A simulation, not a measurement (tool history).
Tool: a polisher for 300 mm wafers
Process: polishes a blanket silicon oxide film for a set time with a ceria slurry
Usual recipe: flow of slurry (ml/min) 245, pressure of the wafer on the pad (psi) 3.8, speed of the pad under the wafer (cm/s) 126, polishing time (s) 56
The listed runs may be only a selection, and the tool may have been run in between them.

run,hour,flow of slurry (ml/min),pressure of the wafer on the pad (psi),speed of the pad under the wafer (cm/s),polishing time (s),"incoming thickness of the incoming film, nm",film removed (angstrom)
1,0,245,3.8,126,56,1072.2,3795
# hour 3.4: worn pad replaced by a new one
2,16.6,245,3.8,126,56,1072.8,3875
3,34.6,245,3.8,126,56,1065.8,3824
# hour 62.4: worn pad replaced by a new one
4,68.1,245,3.8,126,56,1079.5,3984
5,93.6,245,3.8,126,56,1089.2,3885
6,128.3,245,3.8,126,56,1067.1,3667
# hour 133.2: worn pad replaced by a new one
7,147.4,245,3.8,126,56,1063.7,3915
8,160.7,245,3.8,126,56,1072,3793
9,177.9,275,5.1,126,66,1045.9,5710
# hour 189.1: worn pad replaced by a new one
10,207.9,190,3.8,126,45,1090.5,3024
# hour 220.8: slurry nozzle cleaned
# hour 226.2: head pressure recalibrated
11,226.7,245,2.8,104,63,1084.4,2988
# hour 257.3: worn pad replaced by a new one
12,257.8,245,3.8,126,56,1065.3,3982
13,270,165,3.8,88,56,1085.8,2954
14,293,245,3.8,126,56,1069.4,3774
15,310.6,300,3.8,88,56,1059,3003

Consider 3 possible next runs. They are alternatives, not a sequence: every one starts from the tool as it was left by run 15. What does each give?
A,311,245,3.8,126,56,1069.6,?
B,311,215,3.8,126,56,1069.6,?
C,311,245,3.1,106,56,1069.6,?

run,film removed (angstrom)
A,3731
B,3688
C,2819
Had the tool no hidden state, the same runs would have come out as:
run,film removed (angstrom)
A,4045
B,3999
C,3056
